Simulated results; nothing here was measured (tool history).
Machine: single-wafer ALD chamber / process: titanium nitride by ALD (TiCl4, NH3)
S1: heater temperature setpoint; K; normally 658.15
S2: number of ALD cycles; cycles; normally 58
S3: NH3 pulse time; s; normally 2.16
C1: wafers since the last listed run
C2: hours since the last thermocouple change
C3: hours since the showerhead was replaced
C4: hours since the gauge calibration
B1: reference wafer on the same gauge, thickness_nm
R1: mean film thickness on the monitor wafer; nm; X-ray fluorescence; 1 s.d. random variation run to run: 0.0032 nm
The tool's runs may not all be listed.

Run 1, day 0.000: usual settings; C1 0; C2 1259.3; C3 2723.3; C4 157.5; B1 1.375. Result: R1 1.268 nm.
Run 2, day 0.433: usual settings; C1 48; C2 1269.7; C3 2733.7; C4 167.9; B1 1.376. Result: R1 1.274 nm.
Run 3, day 0.733: usual settings; C1 33; C2 1276.9; C3 2740.9; C4 175.1; B1 1.378. Result: R1 1.271 nm.
Run 4, day 1.362: usual settings; C1 71; C2 1292.0; C3 2756.0; C4 190.2; B1 1.378. Result: R1 1.273 nm.
Run 5, day 1.942: usual settings but S1 669.15 K; C1 65; C2 1305.9; C3 2769.9; C4 204.1; B1 1.380. Result: R1 1.288 nm.
Run 6, day 2.667: usual settings; C1 81; C2 1323.3; C3 2787.3; C4 221.5; B1 1.382. Result: R1 1.276 nm.
Run 7, day 2.954: usual settings; C1 32; C2 1330.2; C3 2794.2; C4 228.4; B1 1.382. Result: R1 1.280 nm.
At day 3.312: thermocouple changed; heater temperature recalibrated.
Run 8, day 3.362: usual settings but S2 66 cycles; C1 8; C2 1.2; C3 2804.0; C4 238.2; B1 1.384. Result: R1 1.453 nm.
At day 3.696: gauge calibrated.
Run 9, day 3.825: usual settings but S2 66 cycles; C1 52; C2 12.3; C3 2815.1; C4 3.1; B1 1.370. Result: R1 1.441 nm.
At day 4.179: showerhead replaced.
Run 10, day 5.221: usual settings but S2 66 cycles; C1 120; C2 45.8; C3 25.0; C4 36.6; B1 1.370. Result: R1 1.443 nm.
Run 11, day 5.533: usual settings; C1 35; C2 53.3; C3 32.5; C4 44.1; B1 1.370. Result: R1 1.266 nm.
Run 12, day 6.108: usual settings but S1 666.15 K, S2 67 cycles, S3 2.72 s; C1 64; C2 67.1; C3 46.3; C4 57.9; B1 1.371. Result: R1 1.491 nm.
Run 13, day 6.471: usual settings; C1 40; C2 75.8; C3 55.0; C4 66.6; B1 1.371. Result: R1 1.268 nm.
Run 14, day 6.750: usual settings but S1 666.15 K, S2 67 cycles, S3 2.72 s; C1 31; C2 82.5; C3 61.7; C4 73.3; B1 1.371. Result: R1 1.496 nm.
Run 15, day 7.229: usual settings but S1 669.15 K, S3 1.50 s; C1 54; C2 94.0; C3 73.2; C4 84.8; B1 1.372. Result: R1 1.246 nm.
Run 16, day 8.771: usual settings but S2 48 cycles; C1 174; C2 131.0; C3 110.2; C4 121.8; B1 1.373. Result: R1 1.051 nm.
Run 17, day 9.154: usual settings but S3 1.78 s; C1 43; C2 140.2; C3 119.4; C4 131.0; B1 1.374. Result: R1 1.253 nm.
Run 18, day 9.450: usual settings but S1 669.15 K, S3 2.91 s; C1 33; C2 147.3; C3 126.5; C4 138.1; B1 1.375. Result: R1 1.305 nm.
Run 19, day 10.175: usual settings but S1 665.15 K, S2 50 cycles, S3 2.78 s; C1 81; C2 164.7; C3 143.9; C4 155.5; B1 1.376. Result: R1 1.119 nm.
Run 20, day 10.571: usual settings but S1 651.15 K, S2 61 cycles, S3 2.80 s; C1 44; C2 174.2; C3 153.4; C4 165.0; B1 1.377. Result: R1 1.356 nm.
Run 21, day 10.992: usual settings but S1 647.15 K; C1 47; C2 184.3; C3 163.5; C4 175.1; B1 1.378. Result: R1 1.263 nm.

What if the next run were any one of these 3? Each begins from the tool's condition after run 21:
Run A, day 11.012: usual settings but S2 63 cycles; C1 2; C2 184.8; C3 164.0; C4 175.6; B1 ?. Result: R1 ?.
Run B, day 11.012: usual settings but S1 646.15 K; C1 2; C2 184.8; C3 164.0; C4 175.6; B1 ?. Result: R1 ?.
Run C, day 11.012: usual settings but S2 54 cycles, S3 2.82 s; C1 2; C2 184.8; C3 164.0; C4 175.6; B1 ?. Result: R1 ?.

run     B1     R1
  A  1.378  1.389
  B  1.378  1.264
  C  1.378  1.210
The same runs, with their run-to-run variation unchanged, on a tool lacking any hidden condition would have given:
run     R1
  A  1.381
  B  1.257
  C  1.203
